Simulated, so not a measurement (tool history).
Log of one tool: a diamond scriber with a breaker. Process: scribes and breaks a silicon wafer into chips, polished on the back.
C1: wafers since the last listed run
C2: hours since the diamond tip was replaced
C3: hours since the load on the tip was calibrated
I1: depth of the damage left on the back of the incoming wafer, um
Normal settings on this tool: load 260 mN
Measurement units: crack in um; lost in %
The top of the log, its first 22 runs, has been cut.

Run 23, hour 296.4: usual settings but load 304 mN; C1 25; C2 596; C3 119.8; I1 0.02. Result: crack 10.4 um, lost 0.51 %.
Run 24, hour 307.9: usual settings but load 333 mN; C1 22; C2 607.5; C3 131.3; I1 0.04. Result: crack 10.39 um, lost 0.41 %.
Run 25, hour 315.8: usual settings but load 302 mN; C1 15; C2 615.4; C3 139.2; I1 0.03. Result: crack 9.74 um, lost 0.56 %.
Run 26, hour 332.5: usual settings but load 186 mN; C1 33; C2 632.1; C3 155.9; I1 0.02. Result: crack 8.05 um, lost 6.78 %.
Run 27, hour 344.3: usual settings but load 183 mN; C1 23; C2 643.9; C3 167.7; I1 0.02. Result: crack 7.9 um, lost 6.37 %.
At hour 363.5: diamond tip replaced by a new one.
Run 28, hour 366.1: usual settings; C1 39; C2 2.6; C3 189.5; I1 0.03. Result: crack 10.49 um, lost 0.44 %.
Run 29, hour 377.5: usual settings but load 211 mN; C1 22; C2 14; C3 200.9; I1 0.02. Result: crack 9.44 um, lost 1.25 %.
Run 30, hour 391.2: usual settings but load 208 mN; C1 27; C2 27.7; C3 214.6; I1 0.04. Result: crack 9.32 um, lost 1.43 %.
Run 31, hour 408.5: usual settings but load 333 mN; C1 34; C2 45; C3 231.9; I1 0.02. Result: crack 11.47 um, lost 1.36 %.
Run 32, hour 414.8: usual settings; C1 12; C2 51.3; C3 238.2; I1 0.01. Result: crack 10.5 um, lost 0.44 %.
Run 33, hour 421.2: usual settings but load 198 mN; C1 12; C2 57.7; C3 244.6; I1 0.04. Result: crack 9.05 um, lost 1.87 %.
Run 34, hour 429.8: usual settings; C1 17; C2 66.3; C3 253.2; I1 0.04. Result: crack 10.28 um, lost 0.4 %.
Run 35, hour 443.4: usual settings but load 233 mN; C1 26; C2 79.9; C3 266.8; I1 0.04. Result: crack 9.91 um, lost 0.7 %.
Run 36, hour 458.2: usual settings but load 187 mN; C1 29; C2 94.7; C3 281.6; I1 0.03. Result: crack 9.08 um, lost 2.38 %.
Run 37, hour 467.8: usual settings but load 298 mN; C1 19; C2 104.3; C3 291.2; I1 0.03. Result: crack 10.84 um, lost 0.64 %.
Run 38, hour 474.5: usual settings but load 227 mN; C1 13; C2 111; C3 297.9; I1 0.03. Result: crack 9.86 um, lost 0.78 %.
Run 39, hour 488.3: usual settings but load 315 mN; C1 27; C2 124.8; C3 311.7; I1 0.02. Result: crack 11.24 um, lost 0.94 %.
Run 40, hour 495.1: usual settings but load 195 mN; C1 13; C2 131.6; C3 318.5; I1 0.03. Result: crack 8.98 um, lost 1.98 %.
Run 41, hour 511.6: usual settings but load 296 mN; C1 32; C2 148.1; C3 335; I1 0.01. Result: crack 11 um, lost 0.61 %.

Branching from run 41: 4 alternative next runs. What would each branch give?
Run A, hour 512.2: usual settings; C1 1; C2 148.7; C3 335.6; I1 0.05. Result: crack ?, lost ?.
Run B, hour 512.2: usual settings but load 207 mN; C1 1; C2 148.7; C3 335.6; I1 0.05. Result: crack ?, lost ?.
Run C, hour 512.2: usual settings but load 238 mN; C1 1; C2 148.7; C3 335.6; I1 0.05. Result: crack ?, lost ?.
Run D, hour 512.2: usual settings but load 189 mN; C1 1; C2 148.7; C3 335.6; I1 0.05. Result: crack ?, lost ?.

run  crack  lost
  A  10.43  0.45
  B   9.41  1.58
  C  10.01  0.69
  D   9.06  2.46
Take away the tool's hidden state, keep each run's random variation, and the runs would have read:
run  crack  lost
  A  10.57  0.43
  B   9.54  1.32
  C  10.15  0.58
  D   9.18  2.12
